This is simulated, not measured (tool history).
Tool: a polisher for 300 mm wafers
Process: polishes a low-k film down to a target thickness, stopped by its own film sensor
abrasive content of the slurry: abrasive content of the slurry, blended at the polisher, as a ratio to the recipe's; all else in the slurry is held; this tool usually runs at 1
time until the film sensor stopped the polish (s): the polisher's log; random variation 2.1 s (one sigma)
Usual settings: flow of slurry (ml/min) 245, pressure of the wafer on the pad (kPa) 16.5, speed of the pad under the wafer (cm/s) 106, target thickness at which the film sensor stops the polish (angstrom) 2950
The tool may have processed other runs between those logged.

run,hour,flow of slurry (ml/min),pressure of the wafer on the pad (kPa),speed of the pad under the wafer (cm/s),abrasive content of the slurry,target thickness at which the film sensor stops the polish (angstrom),wafers since the last listed run,wafers polished on this pad,hours since the slurry nozzle was cleaned,hours since the head pressure was calibrated,hours since the slurry blender was calibrated,hours since the conditioning disc was replaced,"incoming thickness of the incoming film, nm",time until the film sensor stopped the polish (s)
1,0,180,16.5,106,1,2950,0,487,720.2,1231.3,379.6,390.4,371.4,137.3
2,13.3,180,16.5,106,1,2950,138,625,733.5,1244.6,392.9,403.7,370,139.1
# hour 17.4: worn pad replaced by a new one
3,25.3,180,16.5,106,1,2950,83,82,745.5,1256.6,404.9,415.7,369.9,125.5
4,40.9,245,16.5,106,1,2950,162,244,761.1,1272.2,420.5,431.3,375.1,134
5,48.9,245,16.5,106,1,2950,83,327,769.1,1280.2,428.5,439.3,375.3,135.7
6,63.6,245,16.5,106,1,2790,152,480,783.8,1294.9,443.2,454,362.1,142.4
# hour 72.1: conditioning disc replaced and pad reconditioned
# hour 79.6: worn pad replaced by a new one, of another model than before
# hour 82.1: slurry blender recalibrated
7,82.6,245,16.5,106,1,2790,114,10,802.8,1313.9,0.5,10.5,371.2,152.8
8,86.6,245,16.5,106,1,2950,41,52,806.8,1317.9,4.5,14.5,368.3,122.9
9,93,245,16.5,106,1,2950,66,118,813.2,1324.3,10.9,20.9,369.8,122.9
10,105.2,245,16.5,106,1,2950,126,245,825.4,1336.5,23.1,33.1,367,121.3
11,112.3,215,21.4,96,1,2950,73,319,832.5,1343.6,30.2,40.2,370.7,112.8
12,129.7,245,16.5,106,1,3150,180,500,849.9,1361,47.6,57.6,370.8,97.8
# hour 133.8: slurry nozzle cleaned
# hour 144.4: worn pad replaced by a new one
13,144.9,245,14.5,106,1.2,2950,106,4,11.1,1376.2,62.8,72.8,371.3,129.4
14,148.5,245,16.5,136,1,2950,37,42,14.7,1379.8,66.4,76.4,371.8,108.1
# hour 152.7: head pressure recalibrated
15,158.2,245,16.5,106,1,2950,80,122,24.4,5.5,76.1,86.1,372.8,126.3
16,170.3,245,16.5,106,1,2950,125,248,36.5,17.6,88.2,98.2,365.6,117.3
17,176.3,245,20,106,1,2950,62,310,42.5,23.6,94.2,104.2,373.9,112.4
18,183.4,245,16.5,118,1.2,2950,73,384,49.6,30.7,101.3,111.3,368.7,112.4
19,198.6,215,16.5,80,1,2950,158,542,64.8,45.9,116.5,126.5,372.7,159.6
20,209.9,245,16.5,106,0.9,2950,117,660,76.1,57.2,127.8,137.8,374.1,152.9

Below, some changes in time until the film sensor stopped the polish (s) between adjacent runs. For each, the amount present without the hidden state too (settings, incoming material, random variation) and the amount remaining for the hidden state with gauge scatter not shared by both compared results:
Hidden state present: removal rate lost through wear of the pad, %; slurry flow missing at the pad, %; deviation of the head's pressure from its setpoint, %; abrasive missing from the slurry, %; time polished since the conditioner stopped cutting, s.
Run 2 -> 3: worn pad replaced by a new one. time until the film sensor stopped the polish (s) -13.6: hidden state -11.7, all else -1.9.
Run 6 -> 7: conditioning disc replaced and pad reconditioned, worn pad replaced by a new one, of another model than before, slurry blender recalibrated. time until the film sensor stopped the polish (s) +10.4: hidden state -9.2, all else +19.6.
Run 12 -> 13: pressure of the wafer on the pad (kPa) 16.5 -> 14.5, abrasive content of the slurry 1 -> 1.2, target thickness at which the film sensor stops the polish (angstrom) 3150 -> 2950, slurry nozzle cleaned, worn pad replaced by a new one. time until the film sensor stopped the polish (s) +31.6: hidden state -7.7, all else +39.3.
Run 18 -> 19: flow of slurry (ml/min) 245 -> 215, speed of the pad under the wafer (cm/s) 118 -> 80, abrasive content of the slurry 1.2 -> 1. time until the film sensor stopped the polish (s) +47.2: hidden state +7.9, all else +39.3.
